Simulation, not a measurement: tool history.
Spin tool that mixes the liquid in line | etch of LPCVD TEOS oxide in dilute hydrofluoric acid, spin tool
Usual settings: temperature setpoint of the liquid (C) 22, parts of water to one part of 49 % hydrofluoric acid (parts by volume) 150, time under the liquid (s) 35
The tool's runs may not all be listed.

run,hour,temperature setpoint of the liquid (C),parts of water to one part of 49 % hydrofluoric acid (parts by volume),time under the liquid (s),wafers since the last listed run,hours since the thermometer was replaced,hours since the hydrofluoric acid flow meter was replaced,hours since the gauge calibration,"read-back film thickness of the LPCVD TEOS oxide reference wafer, read on the same gauge (nm)",thickness taken off the LPCVD TEOS oxide on a monitor wafer (angstrom)
1,0,18,150,35,0,1748.5,1277.9,46.2,110.04,95.5
2,9.5,18,150,35,164,1758,1287.4,55.7,110.02,96.1
3,24,18,150,35,250,1772.5,1301.9,70.2,109.98,95.3
4,31.3,22,150,45,126,1779.8,1309.2,77.5,109.96,145
5,46.6,22,150,45,264,1795.1,1324.5,92.8,109.97,144.5
6,57.5,22,150,45,188,1806,1335.4,103.7,109.96,143.4
7,67.6,22,150,35,174,1816.1,1345.5,113.8,110.03,111.8
8,82.6,22,165,35,259,1831.1,1360.5,128.8,110,99.1
9,89.3,25,150,45,115,1837.8,1367.2,135.5,110,162.9
# hour 90.7: gauge calibrated
10,102.8,22,195,25,233,1851.3,1380.7,12.1,110.02,58.4
11,114.8,18,150,35,207,1863.3,1392.7,24.1,110.02,96
# hour 115.8: hydrofluoric acid flow meter replaced
# hour 127.1: thermometer replaced
12,127.6,26,150,35,186,0.5,11.8,36.9,110,130.6
13,134.1,22,150,35,112,7,18.3,43.4,109.99,112.1
14,145.8,24.5,200,30,202,18.7,30,55.1,110.01,75.1
15,158.1,18.5,130,15,212,31,42.3,67.4,109.96,49.3
16,165.2,22,150,35,122,38.1,49.4,74.5,110.02,112.8
17,172.2,24,150,20,121,45.1,56.4,81.5,109.99,69.5
18,186.6,23.5,130,50,249,59.5,70.8,95.9,110,199.6
19,199.1,22,130,35,216,72,83.3,108.4,109.98,133.4
20,207,24,110,40,136,79.9,91.2,116.3,109.96,197.8

5 ways to go on from here, each from the tool as it stands after run 20. What would each give?
A,207.4,22,150,35,6,80.3,91.6,116.7,?,?
B,207.4,26.5,225,25,6,80.3,91.6,116.7,?,?
C,207.4,22,215,35,6,80.3,91.6,116.7,?,?
D,207.4,22,80,50,6,80.3,91.6,116.7,?,?
E,207.4,22,90,35,6,80.3,91.6,116.7,?,?

run,"read-back film thickness of the LPCVD TEOS oxide reference wafer, read on the same gauge (nm)",thickness taken off the LPCVD TEOS oxide on a monitor wafer (angstrom)
A,110.04,111.9
B,110.04,58
C,110.04,72.9
D,110.04,324.9
E,110.04,199.7
Without the tool's hidden state the same runs would have given:
run,thickness taken off the LPCVD TEOS oxide on a monitor wafer (angstrom)
A,111.9
B,58
C,72.9
D,324.9
E,199.7
